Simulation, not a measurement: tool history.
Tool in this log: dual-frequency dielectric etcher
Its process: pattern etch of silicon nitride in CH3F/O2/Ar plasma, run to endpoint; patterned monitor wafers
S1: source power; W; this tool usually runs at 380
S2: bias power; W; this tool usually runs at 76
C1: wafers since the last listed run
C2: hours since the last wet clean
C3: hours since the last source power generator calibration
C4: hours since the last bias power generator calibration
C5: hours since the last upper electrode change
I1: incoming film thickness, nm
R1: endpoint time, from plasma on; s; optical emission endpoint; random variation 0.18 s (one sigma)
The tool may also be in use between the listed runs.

| run | hour | S1 | S2 | C1 | C2 | C3 | C4 | C5 | I1 | R1 |
|---|---|---|---|---|---|---|---|---|---|---|
| 1 | 0 | 380 | 70 | 0 | 488.7 | 3400.1 | 1461.4 | 3021.2 | 28.5 | 44.2 |
| 2 | 9.5 | 400 | 76 | 67 | 498.2 | 3409.6 | 1470.9 | 3030.7 | 28.72 | 42.8 |
| 3 | 22.5 | 400 | 76 | 92 | 511.2 | 3422.6 | 1483.9 | 3043.7 | 28.66 | 42.9 |
| 4 | 28.8 | 320 | 76 | 44 | 517.5 | 3428.9 | 1490.2 | 3050 | 28.46 | 46.4 |
| 5 | 40.4 | 320 | 76 | 82 | 529.1 | 3440.5 | 1501.8 | 3061.6 | 28.69 | 46.7 |
| 6 | 50.5 | 320 | 76 | 71 | 539.2 | 3450.6 | 1511.9 | 3071.7 | 28.44 | 46.1 |
|  | 78.3 | source power generator calibrated |
|  | 84.6 | wet clean of the chamber |
| 7 | 85.1 | 380 | 76 | 172 | 0.5 | 6.8 | 1546.5 | 3106.3 | 28.48 | 41 |
| 8 | 85.4 | 380 | 76 | 2 | 0.8 | 7.1 | 1546.8 | 3106.6 | 28.55 | 40.9 |
| 9 | 89.6 | 380 | 76 | 29 | 5 | 11.3 | 1551 | 3110.8 | 28.43 | 40.8 |
|  | 106.8 | bias power generator calibrated |
| 10 | 135.5 | 420 | 62 | 297 | 50.9 | 57.2 | 28.7 | 3156.7 | 28.51 | 42.4 |
| 11 | 142.6 | 380 | 76 | 50 | 58 | 64.3 | 35.8 | 3163.8 | 28.64 | 41.5 |
|  | 167.4 | upper electrode replaced |
| 12 | 167.9 | 420 | 76 | 9 | 83.3 | 89.6 | 61.1 | 0.5 | 28.89 | 40.2 |
| 13 | 169.2 | 430 | 92 | 9 | 84.6 | 90.9 | 62.4 | 1.8 | 28.59 | 36.7 |
| 14 | 180.3 | 440 | 93 | 78 | 95.7 | 102 | 73.5 | 12.9 | 28.92 | 36.7 |
| 15 | 191.8 | 420 | 82 | 81 | 107.2 | 113.5 | 85 | 24.4 | 28.69 | 39 |
| 16 | 201.8 | 310 | 95 | 70 | 117.2 | 123.5 | 95 | 34.4 | 28.61 | 41.6 |
| 17 | 209.8 | 380 | 76 | 56 | 125.2 | 131.5 | 103 | 42.4 | 28.46 | 41.5 |
| 18 | 223.3 | 300 | 82 | 95 | 138.7 | 145 | 116.5 | 55.9 | 28.6 | 44.3 |
| 19 | 231.2 | 310 | 66 | 56 | 146.6 | 152.9 | 124.4 | 63.8 | 28.87 | 47.8 |

What if the next run were any one of these 5? Each begins from the tool's condition after run 19:
| A | 231.6 | 380 | 86 | 2 | 147 | 153.3 | 124.8 | 64.2 | 28.75 | ? |
| B | 231.6 | 350 | 89 | 2 | 147 | 153.3 | 124.8 | 64.2 | 28.75 | ? |
| C | 231.6 | 350 | 62 | 2 | 147 | 153.3 | 124.8 | 64.2 | 28.75 | ? |
| D | 231.6 | 290 | 71 | 2 | 147 | 153.3 | 124.8 | 64.2 | 28.75 | ? |
| E | 231.6 | 440 | 76 | 2 | 147 | 153.3 | 124.8 | 64.2 | 28.75 | ? |

| run | R1 |
|---|---|
| A | 40.1 |
| B | 40.9 |
| C | 46.5 |
| D | 47.8 |
| E | 39.6 |
Without the tool's unlogged condition, the same runs would have read:
| run | R1 |
|---|---|
| A | 39.8 |
| B | 40.6 |
| C | 46.1 |
| D | 47.4 |
| E | 39.3 |
